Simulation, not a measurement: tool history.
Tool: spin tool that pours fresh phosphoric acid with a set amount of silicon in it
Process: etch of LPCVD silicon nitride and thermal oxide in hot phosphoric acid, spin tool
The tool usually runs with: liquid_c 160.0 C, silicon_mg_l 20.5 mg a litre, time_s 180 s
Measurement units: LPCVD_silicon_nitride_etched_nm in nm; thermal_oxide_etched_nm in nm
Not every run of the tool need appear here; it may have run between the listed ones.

run   hour  liquid_c  silicon_mg_l  time_s  wafers since the last listed run  hours since the thermometer was replaced  hours since the dissolved silicon flow meter was replaced  hours since the heated supply line was repaired  hours since the gauge calibration  read-back film thickness of the LPCVD silicon nitride reference wafer, read on the same gauge (nm)  read-back film thickness of the thermal oxide reference wafer, read on the same gauge (nm)  LPCVD_silicon_nitride_etched_nm  thermal_oxide_etched_nm
  1    0.0     160.0          20.5     180                                 0                                     523.5                                                     1094.2                                           1721.9                              352.0                                                                                              130.01                                                                                      90.016                            14.57                    0.250
  2   17.2     160.0          20.5     180                                95                                     540.7                                                     1111.4                                           1739.1                              369.2                                                                                              130.05                                                                                      89.994                            14.55                    0.244
  3   81.8     160.0          20.5     180                               359                                     605.3                                                     1176.0                                           1803.7                              433.8                                                                                              130.00                                                                                      89.993                            14.50                    0.237
  4   98.6     159.5          20.5     205                                93                                     622.1                                                     1192.8                                           1820.5                              450.6                                                                                              130.02                                                                                      90.010                            16.33                    0.252
     106.9  -- thermometer replaced
  5  112.9     159.5          20.5     205                                74                                       6.0                                                     1207.1                                           1834.8                              464.9                                                                                              129.97                                                                                      90.008                            15.02                    0.236
     129.8  -- heated supply line repaired
  6  143.1     159.5          20.5     205                               162                                      36.2                                                     1237.3                                             13.3                              495.1                                                                                              129.98                                                                                      89.997                            17.38                    0.281
  7  169.4     160.0          20.5     180                               146                                      62.5                                                     1263.6                                             39.6                              521.4                                                                                              130.01                                                                                      89.981                            15.31                    0.282
  8  191.8     160.0          20.5      95                               124                                      84.9                                                     1286.0                                             62.0                              543.8                                                                                              130.03                                                                                      90.007                             8.05                    0.168
  9  227.5     160.0          20.5      95                               198                                     120.6                                                     1321.7                                             97.7                              579.5                                                                                              129.97                                                                                      90.008                             8.05                    0.147
     246.6  -- gauge calibrated
 10  251.2     158.0          20.5     180                               131                                     144.3                                                     1345.4                                            121.4                                4.6                                                                                              130.00                                                                                      89.972                            14.37                    0.232
     255.5  -- dissolved silicon flow meter replaced
 11  278.9     157.5          12.0     210                               148                                     172.0                                                       23.4                                            149.1                               32.3                                                                                              129.99                                                                                      90.008                            16.78                    0.361
 12  296.5     160.0           9.0     210                                97                                     189.6                                                       41.0                                            166.7                               49.9                                                                                              130.01                                                                                      90.010                            18.04                    0.465
 13  314.4     159.0          26.5     180                                99                                     207.5                                                       58.9                                            184.6                               67.8                                                                                              130.01                                                                                      90.013                            14.86                    0.189
 14  337.2     160.0          20.5     215                               126                                     230.3                                                       81.7                                            207.4                               90.6                                                                                              130.00                                                                                      90.000                            18.55                    0.335
 15  364.8     161.5          20.5     180                               153                                     257.9                                                      109.3                                            235.0                              118.2                                                                                              130.02                                                                                      90.018                            16.39                    0.289
 16  396.9     162.5          20.5     180                               178                                     290.0                                                      141.4                                            267.1                              150.3                                                                                              129.98                                                                                      90.010                            16.82                    0.300
 17  428.3     160.0          20.5     180                               174                                     321.4                                                      172.8                                            298.5                              181.7                                                                                              130.00                                                                                      90.010                            15.43                    0.256
 18  448.9     158.5          20.5     225                               114                                     342.0                                                      193.4                                            319.1                              202.3                                                                                              130.02                                                                                      90.020                            18.38                    0.293
 19  468.4     160.0          20.5     215                               108                                     361.5                                                      212.9                                            338.6                              221.8                                                                                              130.02                                                                                      89.991                            18.72                    0.340
 20  492.2     160.0          33.0      75                               132                                     385.3                                                      236.7                                            362.4                              245.6                                                                                              130.02                                                                                      90.004                             6.49                    0.075
 21  518.5     160.0          20.5     275                               146                                     411.6                                                      263.0                                            388.7                              271.9                                                                                              130.02                                                                                      89.999                            24.02                    0.439
 22  550.2     157.5          20.5     180                               176                                     443.3                                                      294.7                                            420.4                              303.6                                                                                              130.02                                                                                      89.980                            14.26                    0.205

Here are 4 independent what-if runs from the current tool condition. What would each one return?
  A  550.7     160.0          26.5     180                                 2                                     443.8                                                      295.2                                            420.9                              304.1                                                                                                   ?                                                                                           ?                                ?                        ?
  B  550.7     160.0           9.5      90                                 2                                     443.8                                                      295.2                                            420.9                              304.1                                                                                                   ?                                                                                           ?                                ?                        ?
  C  550.7     158.5          30.5     140                                 2                                     443.8                                                      295.2                                            420.9                              304.1                                                                                                   ?                                                                                           ?                                ?                        ?
  D  550.7     161.0          20.5     180                                 2                                     443.8                                                      295.2                                            420.9                              304.1                                                                                                   ?                                                                                           ?                                ?                        ?

run  read-back film thickness of the LPCVD silicon nitride reference wafer, read on the same gauge (nm)  read-back film thickness of the thermal oxide reference wafer, read on the same gauge (nm)  LPCVD_silicon_nitride_etched_nm  thermal_oxide_etched_nm
  A                                                                                              130.00                                                                                      90.002                            15.46                    0.228
  B                                                                                              130.00                                                                                      90.002                             7.73                    0.182
  C                                                                                              130.00                                                                                      90.002                            11.44                    0.136
  D                                                                                              130.00                                                                                      90.002                            15.99                    0.297
Without the tool's hidden state the same runs would have given:
run  LPCVD_silicon_nitride_etched_nm  thermal_oxide_etched_nm
  A                            15.04                    0.214
  B                             7.52                    0.171
  C                            11.12                    0.128
  D                            15.55                    0.279
